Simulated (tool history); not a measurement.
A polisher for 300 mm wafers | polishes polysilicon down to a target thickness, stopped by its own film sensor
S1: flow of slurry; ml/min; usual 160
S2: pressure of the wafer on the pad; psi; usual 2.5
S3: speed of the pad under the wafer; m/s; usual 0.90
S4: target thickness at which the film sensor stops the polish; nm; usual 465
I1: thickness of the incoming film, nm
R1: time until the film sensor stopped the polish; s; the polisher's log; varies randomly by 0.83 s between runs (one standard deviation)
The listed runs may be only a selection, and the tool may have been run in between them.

run 1 hour=0.0 | S1=160 S2=2.5 S3=0.90 S4=465 | I1=1082.0 | R1=90.5
run 2 hour=69.1 | S1=160 S2=2.5 S3=0.90 S4=465 | I1=1067.2 | R1=89.4
run 3 hour=132.8 | S1=160 S2=2.5 S3=0.90 S4=465 | I1=1080.3 | R1=92.7
-- hour=167.2 worn pad replaced by a new one
run 4 hour=197.0 | S1=160 S2=2.5 S3=0.90 S4=465 | I1=1049.3 | R1=85.1
-- hour=214.9 slurry nozzle cleaned
-- hour=235.7 head pressure recalibrated
run 5 hour=253.1 | S1=160 S2=2.5 S3=0.90 S4=465 | I1=1065.1 | R1=84.9
run 6 hour=313.8 | S1=190 S2=2.5 S3=0.90 S4=465 | I1=1060.4 | R1=83.4
run 7 hour=374.0 | S1=160 S2=2.5 S3=0.90 S4=465 | I1=1071.0 | R1=89.0
run 8 hour=411.3 | S1=160 S2=2.5 S3=0.90 S4=465 | I1=1082.9 | R1=92.8
run 9 hour=435.5 | S1=120 S2=3.2 S3=0.90 S4=465 | I1=1063.3 | R1=73.7
run 10 hour=462.1 | S1=160 S2=2.5 S3=0.90 S4=465 | I1=1082.8 | R1=93.3
-- hour=483.2 worn pad replaced by a new one
run 11 hour=523.9 | S1=160 S2=2.5 S3=0.90 S4=465 | I1=1093.6 | R1=87.3
run 12 hour=549.2 | S1=135 S2=2.5 S3=0.90 S4=465 | I1=1071.9 | R1=86.9
run 13 hour=619.1 | S1=135 S2=2.5 S3=0.90 S4=465 | I1=1086.4 | R1=91.3
run 14 hour=690.1 | S1=160 S2=2.0 S3=0.90 S4=465 | I1=1050.5 | R1=104.3
-- hour=732.8 worn pad replaced by a new one
run 15 hour=751.9 | S1=185 S2=2.5 S3=0.90 S4=465 | I1=1081.9 | R1=87.4
run 16 hour=787.4 | S1=115 S2=2.2 S3=0.62 S4=465 | I1=1076.3 | R1=145.2
run 17 hour=821.7 | S1=190 S2=2.5 S3=0.58 S4=465 | I1=1060.8 | R1=124.2
run 18 hour=869.1 | S1=160 S2=2.7 S3=0.90 S4=269 | I1=1076.4 | R1=110.7
run 19 hour=928.1 | S1=160 S2=3.2 S3=0.90 S4=310 | I1=1066.8 | R1=89.4
-- hour=936.3 head pressure recalibrated
run 20 hour=961.5 | S1=180 S2=2.5 S3=0.90 S4=354 | I1=1063.5 | R1=104.0
run 21 hour=1009.1 | S1=160 S2=1.6 S3=1.06 S4=385 | I1=1064.8 | R1=131.9
-- hour=1013.6 worn pad replaced by a new one
run 22 hour=1035.9 | S1=160 S2=2.5 S3=0.90 S4=465 | I1=1083.0 | R1=92.2
run 23 hour=1061.4 | S1=160 S2=1.9 S3=0.72 S4=397 | I1=1068.9 | R1=157.4
-- hour=1075.2 slurry nozzle cleaned
run 24 hour=1097.9 | S1=130 S2=2.5 S3=0.90 S4=465 | I1=1057.6 | R1=89.2
run 25 hour=1140.3 | S1=160 S2=2.5 S3=0.90 S4=465 | I1=1073.4 | R1=88.2
run 26 hour=1195.6 | S1=160 S2=2.5 S3=1.18 S4=651 | I1=1084.0 | R1=48.6
run 27 hour=1258.3 | S1=185 S2=2.1 S3=0.70 S4=599 | I1=1049.0 | R1=96.2
-- hour=1307.6 worn pad replaced by a new one
run 28 hour=1325.9 | S1=190 S2=2.5 S3=0.90 S4=465 | I1=1069.4 | R1=82.6
run 29 hour=1407.0 | S1=130 S2=2.5 S3=0.90 S4=655 | I1=1075.0 | R1=61.3

Hidden state or all else? Some run-to-run changes of R1, split into what the settings, what came in and random variation would give without the hidden state, and what is left for the hidden state (with any gauge scatter that isn't in both results):
Hidden conditions of the tool in this case: removal rate lost through wear of the pad, %; slurry flow missing at the pad, %; deviation of the head's pressure from its setpoint, %.
Run 21 -> 22: S2 1.6 -> 2.5, S3 1.06 -> 0.90, S4 385 -> 465, worn pad replaced by a new one. R1 -39.7 s: hidden state -7.5, all else -32.2.
Run 22 -> 23: S2 2.5 -> 1.9, S3 0.90 -> 0.72, S4 465 -> 397. R1 +65.2 s: hidden state +4.4, all else +60.8.
Run 23 -> 24: S1 160 -> 130, S2 1.9 -> 2.5, S3 0.72 -> 0.90, S4 397 -> 465, slurry nozzle cleaned. R1 -68.2 s: hidden state -8.3, all else -59.9.

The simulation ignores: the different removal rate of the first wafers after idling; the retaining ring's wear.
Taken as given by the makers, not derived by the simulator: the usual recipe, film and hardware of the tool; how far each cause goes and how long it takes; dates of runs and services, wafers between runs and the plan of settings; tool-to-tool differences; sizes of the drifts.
